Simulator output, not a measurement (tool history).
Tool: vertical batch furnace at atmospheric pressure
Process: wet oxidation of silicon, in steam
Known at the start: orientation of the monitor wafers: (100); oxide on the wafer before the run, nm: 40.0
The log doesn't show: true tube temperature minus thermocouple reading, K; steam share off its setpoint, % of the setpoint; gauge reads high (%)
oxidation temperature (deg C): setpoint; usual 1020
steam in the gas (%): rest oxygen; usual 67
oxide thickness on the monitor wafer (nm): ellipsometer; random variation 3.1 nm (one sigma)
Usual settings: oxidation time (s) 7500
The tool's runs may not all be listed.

run	hour	oxidation temperature (deg C)	oxidation time (s)	steam in the gas (%)	wafers since the last listed run	hours since the last temperature calibration	hours since the steam generator was serviced	hours since the gauge calibration	read-back reference wafer on the same gauge, thickness	oxide thickness on the monitor wafer (nm)
1	0.0	1020	9720	67	0	3192.6	1667.1	264.6	655.83	747.50
2	23.1	1020	7500	67	176	3215.7	1690.2	287.7	653.70	638.99
3	32.9	1020	7500	67	74	3225.5	1700.0	297.5	654.13	637.99
4	49.1	1020	7500	67	123	3241.7	1716.2	313.7	655.15	634.51
5	75.2	1020	7500	67	199	3267.8	1742.3	339.8	654.73	635.54
6	143.1	1020	7500	67	519	3335.7	1810.2	407.7	655.03	639.31
7	166.5	1020	7500	67	179	3359.1	1833.6	431.1	655.12	639.24
8	189.9	1020	7500	67	179	3382.5	1857.0	454.5	655.83	634.58
9	203.8	1020	7500	67	106	3396.4	1870.9	468.4	655.44	635.43
# hour 230.5: steam generator serviced
10	246.0	1020	7500	67	139	3438.6	15.5	510.6	654.38	644.51
11	273.6	1035	7500	67	211	3466.2	43.1	538.2	654.70	694.36
# hour 279.5: gauge calibrated
12	299.6	1020	7500	67	198	3492.2	69.1	20.1	654.18	644.94
13	319.6	1020	4740	67	153	3512.2	89.1	40.1	655.43	485.23
14	333.2	999	7500	55	104	3525.8	102.7	53.7	655.24	499.22
15	357.3	1005	3810	56	184	3549.9	126.8	77.8	654.85	338.97
16	371.2	1020	7500	78	106	3563.8	140.7	91.7	654.80	702.62
# hour 411.3: thermocouples replaced and temperature profile calibrated
17	411.8	1008	4890	64	127	0.5	181.3	132.3	655.39	445.03
18	423.3	1041	5520	67	87	12.0	192.8	143.8	654.38	594.57
19	439.9	1020	3930	60	127	28.6	209.4	160.4	653.81	400.56
20	452.2	1020	8610	70	94	40.9	221.7	172.7	655.11	712.87
21	469.6	1027	4560	77	133	58.3	239.1	190.1	654.78	536.87
22	487.7	1020	7500	67	138	76.4	257.2	208.2	653.68	640.50
23	507.5	1040	7500	67	151	96.2	277.0	228.0	654.27	709.59
24	535.0	1020	7500	67	210	123.7	304.5	255.5	655.01	638.95

Forecast each of these 4 alternatives for the next run:
A	541.8	1020	7500	67	52	130.5	311.3	262.3	?	?
B	541.8	1020	7500	64	52	130.5	311.3	262.3	?	?
C	541.8	1020	7500	62	52	130.5	311.3	262.3	?	?
D	541.8	1020	7500	72	52	130.5	311.3	262.3	?	?

run	read-back reference wafer on the same gauge, thickness	oxide thickness on the monitor wafer (nm)
A	655.61	636.05
B	655.61	618.64
C	655.61	606.83
D	655.61	664.29
Without the tool's hidden state the same runs would have given:
run	oxide thickness on the monitor wafer (nm)
A	636.05
B	618.64
C	606.83
D	664.29
